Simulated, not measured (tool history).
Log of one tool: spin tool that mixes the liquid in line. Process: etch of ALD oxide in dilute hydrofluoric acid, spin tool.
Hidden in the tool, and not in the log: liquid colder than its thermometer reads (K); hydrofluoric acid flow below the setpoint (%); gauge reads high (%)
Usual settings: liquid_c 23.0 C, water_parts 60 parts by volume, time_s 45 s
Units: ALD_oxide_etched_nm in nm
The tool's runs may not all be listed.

run	hour	liquid_c	water_parts	time_s	wafers since the last listed run	hours since the thermometer was replaced	hours since the hydrofluoric acid flow meter was replaced	hours since the gauge calibration	read-back film thickness of the ALD oxide reference wafer, read on the same gauge (nm)	ALD_oxide_etched_nm
1	0.0	26.5	60	50	0	328.2	2114.3	910.4	59.99	10.19
2	36.0	26.5	60	50	387	364.2	2150.3	946.4	60.01	10.14
3	82.9	23.0	60	45	505	411.1	2197.2	993.3	60.06	7.85
4	182.8	23.0	60	45	1076	511.0	2297.1	1093.2	60.03	7.90
5	243.3	23.0	60	45	651	571.5	2357.6	1153.7	60.05	7.90
6	305.6	23.0	60	45	671	633.8	2419.9	1216.0	60.01	7.92
# hour 332.8: gauge calibrated
7	354.8	23.0	60	45	530	683.0	2469.1	22.0	59.97	7.89
# hour 406.5: hydrofluoric acid flow meter replaced
8	415.0	23.0	70	45	637	743.2	8.5	82.2	60.03	6.69
9	454.8	23.0	70	45	428	783.0	48.3	122.0	59.96	6.68
10	492.2	27.0	60	40	402	820.4	85.7	159.4	60.02	8.26
# hour 504.3: thermometer replaced
11	560.2	27.0	60	40	721	55.9	153.7	227.4	60.02	8.27
12	593.0	23.0	60	45	353	88.7	186.5	260.2	60.01	7.90
13	622.6	20.5	40	60	318	118.3	216.1	289.8	59.94	14.66
14	672.2	25.5	30	50	534	167.9	265.7	339.4	59.98	20.27
15	725.6	20.5	70	45	575	221.3	319.1	392.8	60.04	6.04
16	775.6	27.5	45	30	538	271.3	369.1	442.8	59.98	8.60
17	807.7	23.0	60	65	345	303.4	401.2	474.9	59.99	11.41
18	841.8	21.0	70	55	367	337.5	435.3	509.0	60.00	7.56
19	884.1	23.0	70	45	455	379.8	477.6	551.3	59.98	6.71
20	942.0	23.0	60	45	623	437.7	535.5	609.2	60.02	7.90
21	983.0	25.5	50	65	441	478.7	576.5	650.2	60.06	15.51
22	1052.1	23.0	70	45	744	547.8	645.6	719.3	59.99	6.71

Forecast each of these 4 alternatives for the next run:
A	1052.5	23.0	60	45	4	548.2	646.0	719.7	?	?
B	1052.5	26.0	40	55	4	548.2	646.0	719.7	?	?
C	1052.5	26.0	50	25	4	548.2	646.0	719.7	?	?
D	1052.5	27.5	40	55	4	548.2	646.0	719.7	?	?

run	read-back film thickness of the ALD oxide reference wafer, read on the same gauge (nm)	ALD_oxide_etched_nm
A	60.03	7.87
B	60.03	16.76
C	60.03	6.01
D	60.03	17.82
Without the tool's hidden state the same runs would have given:
run	ALD_oxide_etched_nm
A	7.87
B	16.76
C	6.01
D	17.82

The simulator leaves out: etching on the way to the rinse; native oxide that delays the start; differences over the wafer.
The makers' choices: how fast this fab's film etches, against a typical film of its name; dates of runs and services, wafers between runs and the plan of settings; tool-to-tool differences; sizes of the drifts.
